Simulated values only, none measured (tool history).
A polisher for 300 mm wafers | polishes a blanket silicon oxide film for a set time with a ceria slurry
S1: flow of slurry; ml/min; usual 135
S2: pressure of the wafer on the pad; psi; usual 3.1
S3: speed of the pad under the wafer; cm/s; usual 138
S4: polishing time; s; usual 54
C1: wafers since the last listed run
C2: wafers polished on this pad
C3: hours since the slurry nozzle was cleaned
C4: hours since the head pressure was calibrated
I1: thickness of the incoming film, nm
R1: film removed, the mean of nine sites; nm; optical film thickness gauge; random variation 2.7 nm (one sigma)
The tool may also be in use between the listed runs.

| run | hour | S1 | S2 | S3 | S4 | C1 | C2 | C3 | C4 | I1 | R1 |
|---|---|---|---|---|---|---|---|---|---|---|---|
| 1 | 0.0 | 135 | 3.1 | 138 | 54 | 0 | 146 | 52.6 | 397.8 | 906.8 | 352.2 |
| 2 | 29.3 | 135 | 3.1 | 138 | 54 | 294 | 440 | 81.9 | 427.1 | 896.8 | 351.2 |
| 3 | 58.1 | 135 | 2.9 | 138 | 54 | 289 | 729 | 110.7 | 455.9 | 913.5 | 330.1 |
| 4 | 82.6 | 135 | 2.9 | 138 | 54 | 246 | 976 | 135.2 | 480.4 | 912.3 | 330.3 |
| 5 | 109.2 | 135 | 3.5 | 138 | 54 | 267 | 1243 | 161.8 | 507.0 | 916.7 | 384.0 |
| 6 | 138.6 | 135 | 3.5 | 138 | 54 | 295 | 1538 | 191.2 | 536.4 | 918.9 | 387.0 |
| 7 | 168.8 | 135 | 3.5 | 138 | 54 | 303 | 1841 | 221.4 | 566.6 | 929.8 | 383.5 |
|  | 176.0 | worn pad replaced by a new one |
| 8 | 181.2 | 135 | 3.1 | 138 | 54 | 84 | 52 | 233.8 | 579.0 | 917.8 | 344.8 |
| 9 | 206.3 | 135 | 3.1 | 138 | 54 | 252 | 304 | 258.9 | 604.1 | 919.5 | 348.0 |
| 10 | 222.7 | 135 | 3.1 | 138 | 54 | 164 | 469 | 275.3 | 620.5 | 899.1 | 342.0 |
| 11 | 249.7 | 135 | 3.1 | 138 | 54 | 271 | 740 | 302.3 | 647.5 | 918.1 | 345.0 |
| 12 | 276.6 | 135 | 3.1 | 138 | 54 | 270 | 1010 | 329.2 | 674.4 | 896.9 | 344.0 |
| 13 | 289.4 | 135 | 3.1 | 138 | 59 | 128 | 1139 | 342.0 | 687.2 | 913.2 | 377.3 |
| 14 | 310.4 | 135 | 3.1 | 138 | 59 | 210 | 1350 | 363.0 | 708.2 | 902.2 | 374.5 |
| 15 | 343.2 | 135 | 3.1 | 138 | 59 | 329 | 1680 | 395.8 | 741.0 | 918.9 | 370.5 |
| 16 | 358.8 | 150 | 3.5 | 138 | 54 | 156 | 1836 | 411.4 | 756.6 | 921.7 | 386.7 |
|  | 380.0 | worn pad replaced by a new one |
| 17 | 383.7 | 150 | 3.5 | 138 | 54 | 209 | 37 | 436.3 | 781.5 | 922.7 | 390.2 |
| 18 | 410.9 | 150 | 3.5 | 138 | 54 | 273 | 310 | 463.5 | 808.7 | 923.5 | 386.3 |
| 19 | 440.6 | 135 | 4.1 | 150 | 37 | 298 | 608 | 493.2 | 838.4 | 901.7 | 310.9 |
| 20 | 457.2 | 135 | 3.1 | 138 | 54 | 166 | 775 | 509.8 | 855.0 | 902.8 | 333.3 |
|  | 482.2 | head pressure recalibrated |
| 21 | 495.5 | 155 | 3.1 | 138 | 39 | 364 | 1140 | 548.1 | 13.3 | 905.3 | 253.3 |

Forecast run 22:
| 22 | 525.0 | 135 | 3.1 | 172 | 54 | 296 | 1436 | 577.6 | 42.8 | 895.2 | ? |

{"run 22": {"R1": 386.1}}
Without the tool's hidden state the same run would have given R1 410.8 nm.
